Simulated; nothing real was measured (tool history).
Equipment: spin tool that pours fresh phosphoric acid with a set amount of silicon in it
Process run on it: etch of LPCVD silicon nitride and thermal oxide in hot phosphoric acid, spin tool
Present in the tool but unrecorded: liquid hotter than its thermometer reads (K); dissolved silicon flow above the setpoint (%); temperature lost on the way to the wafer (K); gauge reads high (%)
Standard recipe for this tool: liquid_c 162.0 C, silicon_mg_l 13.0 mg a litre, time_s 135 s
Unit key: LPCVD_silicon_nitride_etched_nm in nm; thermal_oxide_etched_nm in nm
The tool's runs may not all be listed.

run,day,liquid_c,silicon_mg_l,time_s,wafers since the last listed run,hours since the thermometer was replaced,hours since the dissolved silicon flow meter was replaced,hours since the heated supply line was repaired,hours since the gauge calibration,"read-back film thickness of the LPCVD silicon nitride reference wafer, read on the same gauge (nm)","read-back film thickness of the thermal oxide reference wafer, read on the same gauge (nm)",LPCVD_silicon_nitride_etched_nm,thermal_oxide_etched_nm
1,0.000,162.0,19.0,135,0,614.5,524.7,648.4,523.0,130.00,90.029,14.01,0.326
2,0.996,162.0,19.0,135,127,638.4,548.6,672.3,546.9,129.97,90.053,13.87,0.333
3,2.071,162.0,19.0,135,138,664.2,574.4,698.1,572.7,130.00,90.031,14.38,0.355
4,3.354,162.0,13.0,135,164,695.0,605.2,728.9,603.5,130.00,90.006,14.30,0.391
5,4.012,162.0,13.0,135,84,710.8,621.0,744.7,619.3,129.99,90.002,14.14,0.411
6,5.071,162.0,13.0,135,136,736.2,646.4,770.1,644.7,130.00,90.012,14.11,0.448
# day 6.062: thermometer replaced
7,6.354,162.0,13.0,135,159,7.0,677.2,800.9,675.5,129.99,89.984,13.18,0.362
# day 7.058: heated supply line repaired
8,7.092,162.0,13.0,135,89,24.7,694.9,0.8,693.2,130.00,89.994,13.25,0.364
# day 7.588: gauge calibrated
9,8.554,162.0,13.0,135,187,59.8,730.0,35.9,23.2,129.97,89.979,13.26,0.420
10,9.504,162.0,9.0,110,122,82.6,752.8,58.7,46.0,130.00,90.000,10.87,0.266
11,10.921,160.5,9.5,100,182,116.6,786.8,92.7,80.0,130.02,90.039,9.50,0.266

Forecast run 12:
# day 10.992: dissolved silicon flow meter replaced
12,12.317,162.0,13.0,135,174,150.1,31.8,126.2,113.5,?,?,?,?

{"run 12": {"read-back film thickness of the LPCVD silicon nitride reference wafer, read on the same gauge (nm)": 130.0, "read-back film thickness of the thermal oxide reference wafer, read on the same gauge (nm)": 89.994, "LPCVD_silicon_nitride_etched_nm": 13.42, "thermal_oxide_etched_nm": 0.382}}
Had the tool carried no hidden state, the very same run would have given LPCVD_silicon_nitride_etched_nm 13.13 nm, thermal_oxide_etched_nm 0.364 nm.

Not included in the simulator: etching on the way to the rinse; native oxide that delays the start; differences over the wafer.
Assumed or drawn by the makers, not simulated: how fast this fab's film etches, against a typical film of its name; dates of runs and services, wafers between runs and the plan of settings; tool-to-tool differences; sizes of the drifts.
